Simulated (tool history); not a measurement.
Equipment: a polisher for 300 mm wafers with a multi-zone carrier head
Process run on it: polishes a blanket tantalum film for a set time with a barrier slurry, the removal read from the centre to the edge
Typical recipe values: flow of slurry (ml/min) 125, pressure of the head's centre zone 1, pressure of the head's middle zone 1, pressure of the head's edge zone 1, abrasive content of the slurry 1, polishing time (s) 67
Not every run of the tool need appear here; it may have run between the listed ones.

| run | day | flow of slurry (ml/min) | pressure of the head's centre zone | pressure of the head's middle zone | pressure of the head's edge zone | abrasive content of the slurry | polishing time (s) | wafers since the last listed run | wafers polished on this pad | hours since the slurry nozzle was cleaned | hours since the centre zone pressure was calibrated | hours since the edge zone pressure was calibrated | hours since the carrier head's membrane was replaced | incoming thickness of the incoming film, nm | film removed at the wafer's centre (angstrom) | film removed at mid-radius (angstrom) | film removed at the wafer's edge (angstrom) |
|---|---|---|---|---|---|---|---|---|---|---|---|---|---|---|---|---|---|
| 1 | 0 | 125 | 1 | 1 | 1 | 1.25 | 55 | 0 | 461 | 353.9 | 328.5 | 1220.5 | 1291.1 | 378.1 | 929 | 950 | 969 |
| 2 | 2.933 | 125 | 1 | 1 | 1 | 1.25 | 55 | 815 | 1277 | 424.3 | 398.9 | 1290.9 | 1361.5 | 379.2 | 947 | 931 | 970 |
|  | 5.167 | centre zone pressure recalibrated |
| 3 | 5.467 | 125 | 1.04 | 1 | 1 | 1 | 67 | 681 | 1958 | 485.1 | 7.2 | 1351.7 | 1422.3 | 378.2 | 1083 | 1045 | 1076 |
|  | 7.642 | slurry nozzle cleaned |
| 4 | 7.942 | 125 | 1.04 | 1 | 1 | 1 | 67 | 676 | 2634 | 7.2 | 66.6 | 1411.1 | 1481.7 | 376 | 1173 | 1127 | 1135 |
| 5 | 10.629 | 125 | 1.04 | 1 | 1 | 1 | 67 | 747 | 3381 | 71.7 | 131.1 | 1475.6 | 1546.2 | 386.4 | 1176 | 1104 | 1136 |
|  | 11.525 | worn pad replaced by a new one |
| 6 | 12.283 | 125 | 1 | 1 | 1 | 1 | 67 | 413 | 210 | 111.4 | 170.8 | 1515.3 | 1585.9 | 378.8 | 1106 | 1100 | 1142 |
|  | 12.396 | edge zone pressure recalibrated |
| 7 | 13.7 | 125 | 1 | 1 | 1 | 1 | 67 | 370 | 581 | 145.4 | 204.8 | 31.3 | 1619.9 | 377.3 | 1100 | 1115 | 1126 |
| 8 | 14.704 | 125 | 1.05 | 1 | 0.91 | 1 | 67 | 279 | 860 | 169.5 | 228.9 | 55.4 | 1644 | 377.1 | 1164 | 1097 | 1080 |
|  | 15.212 | carrier head's membrane replaced by a new one |
| 9 | 16.892 | 105 | 1.06 | 1 | 1.06 | 1 | 81 | 550 | 1410 | 222 | 281.4 | 107.9 | 40.3 | 385.5 | 1318 | 1264 | 1334 |
| 10 | 19.433 | 125 | 1 | 1 | 1 | 1 | 67 | 706 | 2116 | 283 | 342.4 | 168.9 | 101.3 | 377.7 | 1060 | 1066 | 1094 |
| 11 | 20.729 | 165 | 1 | 0.93 | 1 | 1 | 67 | 360 | 2477 | 314.1 | 373.5 | 200 | 132.4 | 377.3 | 1152 | 1100 | 1163 |
| 12 | 21.867 | 125 | 1 | 1 | 1 | 1 | 88 | 316 | 2793 | 341.4 | 400.8 | 227.3 | 159.7 | 373.7 | 1396 | 1429 | 1440 |
|  | 23.021 | worn pad replaced by a new one |
| 13 | 23.479 | 125 | 1 | 1 | 1 | 1 | 67 | 401 | 127 | 380.1 | 439.5 | 266 | 198.4 | 379.2 | 1046 | 1055 | 1082 |
| 14 | 24.525 | 125 | 1 | 1 | 1 | 0.9 | 67 | 290 | 418 | 405.2 | 464.6 | 291.1 | 223.5 | 375.2 | 1018 | 1027 | 1019 |
|  | 25.779 | centre zone pressure recalibrated |
| 15 | 26.629 | 125 | 0.96 | 1 | 1.09 | 1 | 67 | 561 | 980 | 455.7 | 20.4 | 341.6 | 274 | 380.4 | 1006 | 1031 | 1112 |
| 16 | 28.288 | 125 | 1 | 0.95 | 1 | 1 | 87 | 460 | 1441 | 495.5 | 60.2 | 381.4 | 313.8 | 372.7 | 1322 | 1295 | 1385 |
| 17 | 30.029 | 125 | 1 | 1.06 | 1 | 0.7 | 67 | 484 | 1925 | 537.3 | 102 | 423.2 | 355.6 | 379.9 | 836 | 906 | 873 |

Predict the results of run 18:
| 18 | 31.996 | 125 | 1 | 1.09 | 1 | 0.85 | 77 | 546 | 2471 | 584.5 | 149.2 | 470.4 | 402.8 | 374.5 | ? | ? | ? |

{"run 18": {"film removed at the wafer's centre (angstrom)": 1069, "film removed at mid-radius (angstrom)": 1193, "film removed at the wafer's edge (angstrom)": 1161}}
Take away the tool's hidden state, keep the run-to-run variation as it was, and the same run would have given film removed at the wafer's centre (angstrom) 1195, film removed at mid-radius (angstrom) 1314, film removed at the wafer's edge (angstrom) 1240.
